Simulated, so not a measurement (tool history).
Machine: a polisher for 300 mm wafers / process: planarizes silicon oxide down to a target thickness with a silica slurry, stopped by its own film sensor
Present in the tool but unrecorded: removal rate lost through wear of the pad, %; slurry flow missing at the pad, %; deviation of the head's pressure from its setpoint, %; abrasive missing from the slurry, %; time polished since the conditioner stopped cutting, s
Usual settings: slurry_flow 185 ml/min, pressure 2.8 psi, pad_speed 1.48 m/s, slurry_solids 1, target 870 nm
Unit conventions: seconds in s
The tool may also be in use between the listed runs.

run	hour	slurry_flow	pressure	pad_speed	slurry_solids	target	wafers since the last listed run	wafers polished on this pad	hours since the slurry nozzle was cleaned	hours since the head pressure was calibrated	hours since the slurry blender was calibrated	hours since the conditioning disc was replaced	incoming thickness of the incoming film, nm	seconds
1	0	185	2.8	1.48	1	840	0	546	120.7	540.3	100.9	310.1	1101.8	110.2
2	12.2	185	2.8	1.48	1	840	103	649	132.9	552.5	113.1	322.3	1076.6	96.8
# hour 22.4: worn pad replaced by a new one
3	22.9	185	2.8	1.48	1	870	56	3	143.6	563.2	123.8	333	1078.7	87.4
# hour 35.5: slurry blender recalibrated
4	37.7	185	2.8	1.48	1	870	108	112	158.4	578	2.2	347.8	1060.7	78.9
5	45.8	185	2.8	1.48	1	870	68	180	166.5	586.1	10.3	355.9	1080.2	86.8
6	63.8	215	2.8	1.84	1	870	151	332	184.5	604.1	28.3	373.9	1086.8	77.1
# hour 70: head pressure recalibrated
7	79.6	245	2.3	1.48	1	809	116	448	200.3	9.6	44.1	389.7	1083.7	138.7
8	91.8	185	2.8	1.48	1	870	103	552	212.5	21.8	56.3	401.9	1070	89.3
# hour 93.8: slurry nozzle cleaned
# hour 104.4: worn pad replaced by a new one
9	105.6	185	2.8	1.48	1	870	74	9	11.8	35.6	70.1	415.7	1091.8	90.4
10	118.6	185	2.8	1.48	1	870	109	119	24.8	48.6	83.1	428.7	1082.7	87.9
11	132.4	185	3.2	1.48	1	870	116	236	38.6	62.4	96.9	442.5	1101.4	81.8
12	138.7	150	2.8	1.48	1	906	53	289	44.9	68.7	103.2	448.8	1081.9	73.4
13	155.4	185	3.2	1.94	1	870	141	430	61.6	85.4	119.9	465.5	1086.8	61.4
14	167.2	145	2.8	1.76	1	808	99	530	73.4	97.2	131.7	477.3	1085	103
# hour 180.8: conditioning disc replaced and pad reconditioned
15	181.3	185	2.8	1.48	1	870	102	632	87.5	111.3	145.8	0.5	1082.7	85.2
# hour 187.5: worn pad replaced by a new one
# hour 187.7: slurry blender recalibrated
16	190	185	2.8	1.48	0.7	870	37	19	96.2	120	2.3	9.2	1100.8	110.6
17	204.2	185	2.8	1.48	1	870	119	139	110.4	134.2	16.5	23.4	1094.9	91.4
18	217.6	165	2.8	1.48	1	909	113	252	123.8	147.6	29.9	36.8	1090.4	75.2
19	230.6	185	2.8	1.92	0.85	870	109	362	136.8	160.6	42.9	49.8	1072.4	72
20	246.3	230	2.8	1.48	1	870	132	494	152.5	176.3	58.6	65.5	1077.4	82.4
21	257.9	185	2.8	1.48	1	870	97	592	164.1	187.9	70.2	77.1	1077.8	88.8
22	264.9	185	2	1.78	0.75	914	59	651	171.1	194.9	77.2	84.1	1079.4	95.7
# hour 280.5: worn pad replaced by a new one
23	281	155	2.8	1.22	1	913	102	3	187.2	211	93.3	100.2	1069.6	81.1
24	293.8	135	3.8	1.48	1.1	870	108	111	200	223.8	106.1	113	1076.3	67.9
25	306.2	185	3.3	1.48	1	890	104	216	212.4	236.2	118.5	125.4	1074.8	68.3
26	319.3	185	2.8	1.88	1	870	110	327	225.5	249.3	131.6	138.5	1089.5	77.6

3 options for the next run, each taken on its own from the tool as it stands now. Forecast them:
A	319.7	185	2.8	1.48	1	870	3	330	225.9	249.7	132	138.9	1087.9	?
B	319.7	185	2.4	1.48	1	870	3	330	225.9	249.7	132	138.9	1087.9	?
C	319.7	185	3.1	1.48	1	870	3	330	225.9	249.7	132	138.9	1087.9	?

run	seconds
A	94.5
B	110.3
C	85.4
Take away the tool's hidden state, keep each run's random variation, and the runs would have read:
run	seconds
A	87.1
B	101.6
C	78.7
